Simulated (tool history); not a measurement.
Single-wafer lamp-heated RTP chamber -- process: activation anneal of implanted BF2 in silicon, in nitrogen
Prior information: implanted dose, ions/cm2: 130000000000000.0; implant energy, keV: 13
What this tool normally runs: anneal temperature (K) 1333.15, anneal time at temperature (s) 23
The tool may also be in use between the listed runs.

run   hour  anneal temperature (K)  anneal time at temperature (s)  wafers since the last listed run  wafers since the last pyrometer calibration  wafers since the reflector plate was cleaned  hours since the gauge calibration  read-back reference wafer on the same gauge, sheet resistance  sheet resistance of the implanted and annealed layer (ohm/square)
  1      0                 1333.15                              19                                 0                                          357                                          3822                              448.6                                                         881.56                                                             870.15
  2   28.5                 1333.15                              23                               335                                          693                                          4157                              477.1                                                         880.97                                                             865.43
  3   54.5                 1333.15                              23                               306                                          999                                          4463                              503.1                                                         880.15                                                             868.96
  4   77.8                 1333.15                              23                               274                                         1274                                          4738                              526.4                                                         881.09                                                              867.3
  5  101.4                 1333.15                              23                               277                                         1552                                          5016                                550                                                         880.67                                                              870.9
  6    116                 1333.15                              23                               171                                         1724                                          5188                              564.6                                                         880.15                                                             866.08
  7  137.3                 1333.15                              23                               250                                         1974                                          5439                              585.9                                                         880.46                                                             865.82
     146.6  -- pyrometer window cleaned and pyrometer calibrated
  8    167                 1318.15                              26                               255                                          239                                          5694                              615.6                                                         880.41                                                             869.84
  9    188                 1318.15                              26                               247                                          487                                          5942                              636.6                                                         881.37                                                             872.79
 10  227.5                 1318.15                              26                               465                                          952                                          6407                              676.1                                                         880.13                                                             876.56
 11  243.6                 1333.15                              23                               189                                         1141                                          6596                              692.2                                                         880.37                                                             868.88
 12  262.7                 1333.15                              23                               224                                         1366                                          6821                              711.3                                                          880.9                                                             863.85
 13  308.1                 1333.15                              23                               534                                         1901                                          7356                              756.7                                                         880.71                                                             866.79
 14  336.2                 1333.15                              23                               330                                         2232                                          7687                              784.8                                                         880.64                                                              868.3
     351.6  -- pyrometer window cleaned and pyrometer calibrated
 15  354.5                 1333.15                              23                               121                                           34                                          7808                              803.1                                                            881                                                                868
 16  383.7                 1333.15                              23                               343                                          378                                          8152                              832.3                                                         881.38                                                              864.4
 17    417                 1325.15                              18                               392                                          770                                          8544                              865.6                                                         881.49                                                             879.13
 18  450.1                 1325.15                              18                               389                                         1160                                          8934                              898.7                                                         881.75                                                             876.11
 19  480.2                 1333.15                              23                               354                                         1515                                          9289                              928.8                                                         880.74                                                              864.8
 20  493.2                 1342.15                              14                               153                                         1668                                          9442                              941.8                                                          881.5                                                             882.03
 21  508.8                 1318.15                              26                               183                                         1851                                          9626                              957.4                                                         880.84                                                             868.09
     532.8  -- pyrometer window cleaned and pyrometer calibrated
 22  541.1                 1333.15                              23                               286                                           97                                          9912                              989.7                                                         880.33                                                             859.79
 23  554.2                 1312.15                              27                               154                                          251                                         10066                             1002.8                                                         881.15                                                             874.22
 24  573.5                 1318.15                              26                               227                                          479                                         10293                             1022.1                                                          881.9                                                             873.21
 25  602.5                 1319.15                              19                               341                                          820                                         10635                             1051.1                                                          880.4                                                              878.7
 26  643.8                 1314.15                              34                               486                                         1307                                         11121                             1092.4                                                         881.24                                                             868.12
 27  676.8                 1333.15                              32                               388                                         1695                                         11510                             1125.4                                                         881.42                                                             854.59
 28  696.9                 1310.15                              19                               236                                         1932                                         11747                             1145.5                                                         880.36                                                             880.21
     717.1  -- reflector plate cleaned
 29  728.3                 1341.15                              32                               275                                         2208                                           132                             1176.9                                                          881.7                                                             851.97
     729.2  -- gauge calibrated
     741.5  -- pyrometer window cleaned and pyrometer calibrated
 30  760.2                 1333.15                              23                               281                                          220                                           413                                 31                                                         880.36                                                             866.81
 31    779                 1333.15                              11                               221                                          441                                           635                               49.8                                                         880.46                                                             891.66
 32  798.6                 1333.15                              30                               230                                          672                                           866                               69.4                                                          881.1                                                             855.95
 33  811.4                 1348.15                              23                               150                                          823                                          1016                               82.2                                                         881.43                                                             861.27
 34  847.3                 1310.15                              23                               422                                         1245                                          1439                              118.1                                                         880.49                                                             880.86
 35  883.1                 1350.15                              17                               421                                         1667                                          1861                              153.9                                                         882.78                                                             864.69
 36  913.5                 1358.15                              33                               358                                         2025                                          2219                              184.3                                                         881.15                                                             831.94
     936.4  -- pyrometer window cleaned and pyrometer calibrated
 37  945.6                 1333.15                              23                               283                                          108                                          2503                              216.4                                                         881.19                                                             864.65

Each row is a separate what-if for the run after 37, all from the same tool condition, not one after another. Results?
  A   946                 1333.15                              23                                 4                                          113                                          2508                              216.8                                                              ?                                                                  ?
  B   946                 1362.15                              35                                 4                                          113                                          2508                              216.8                                                              ?                                                                  ?
  C   946                 1321.15                              23                                 4                                          113                                          2508                              216.8                                                              ?                                                                  ?
  D   946                 1321.15                              28                                 4                                          113                                          2508                              216.8                                                              ?                                                                  ?

run  read-back reference wafer on the same gauge, sheet resistance  sheet resistance of the implanted and annealed layer (ohm/square)
  A                                                         880.39                                                             862.55
  B                                                         880.39                                                             822.65
  C                                                         880.39                                                             870.68
  D                                                         880.39                                                             863.66
Stripped of hidden state, with their random variation kept, the same runs would have yielded:
run  sheet resistance of the implanted and annealed layer (ohm/square)
  A                                                             862.55
  B                                                             822.65
  C                                                             870.68
  D                                                             863.66
